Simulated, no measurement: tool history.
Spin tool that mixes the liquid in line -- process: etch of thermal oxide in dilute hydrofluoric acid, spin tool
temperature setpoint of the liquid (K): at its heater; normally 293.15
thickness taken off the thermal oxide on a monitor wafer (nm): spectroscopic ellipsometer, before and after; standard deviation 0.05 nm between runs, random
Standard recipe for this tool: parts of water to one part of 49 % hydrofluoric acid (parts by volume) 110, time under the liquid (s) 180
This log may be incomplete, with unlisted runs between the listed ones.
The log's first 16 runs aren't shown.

run	hour	temperature setpoint of the liquid (K)	parts of water to one part of 49 % hydrofluoric acid (parts by volume)	time under the liquid (s)	wafers since the last listed run	hours since the thermometer was replaced	hours since the hydrofluoric acid flow meter was replaced	hours since the gauge calibration	read-back film thickness of the thermal oxide reference wafer, read on the same gauge (nm)	thickness taken off the thermal oxide on a monitor wafer (nm)
17	442.8	296.15	60	275	103	2101.8	1438.9	58.0	110.05	20.81
18	471.4	295.65	110	95	167	2130.4	1467.5	86.6	110.01	3.64
# hour 485.6: hydrofluoric acid flow meter replaced
19	503.0	293.15	140	255	179	2162.0	17.4	118.2	110.00	7.41
20	533.8	290.15	110	180	180	2192.8	48.2	149.0	110.00	5.94
21	563.0	293.15	110	180	170	2222.0	77.4	178.2	110.00	6.80
22	578.7	295.15	155	125	91	2237.7	93.1	193.9	110.01	3.43
# hour 599.4: thermometer replaced
23	599.9	293.15	110	105	118	0.5	114.3	215.1	110.04	3.98
24	632.4	293.15	110	180	190	33.0	146.8	247.6	110.01	6.71
25	654.3	293.15	90	180	128	54.9	168.7	269.5	110.01	8.29
26	673.0	293.15	110	180	109	73.6	187.4	288.2	109.98	6.72
27	696.6	294.65	110	120	138	97.2	211.0	311.8	110.00	4.75
28	720.1	290.65	150	105	137	120.7	234.5	335.3	109.97	2.49

Run 29 has not been measured yet. What should we expect?
29	742.0	293.15	75	180	128	142.6	256.4	357.2	?	?

read-back film thickness of the thermal oxide reference wafer, read on the same gauge (nm): 110.04
thickness taken off the thermal oxide on a monitor wafer (nm): 10.17
Minus the tool's unlogged condition, the same run would have read thickness taken off the thermal oxide on a monitor wafer (nm) 10.31.

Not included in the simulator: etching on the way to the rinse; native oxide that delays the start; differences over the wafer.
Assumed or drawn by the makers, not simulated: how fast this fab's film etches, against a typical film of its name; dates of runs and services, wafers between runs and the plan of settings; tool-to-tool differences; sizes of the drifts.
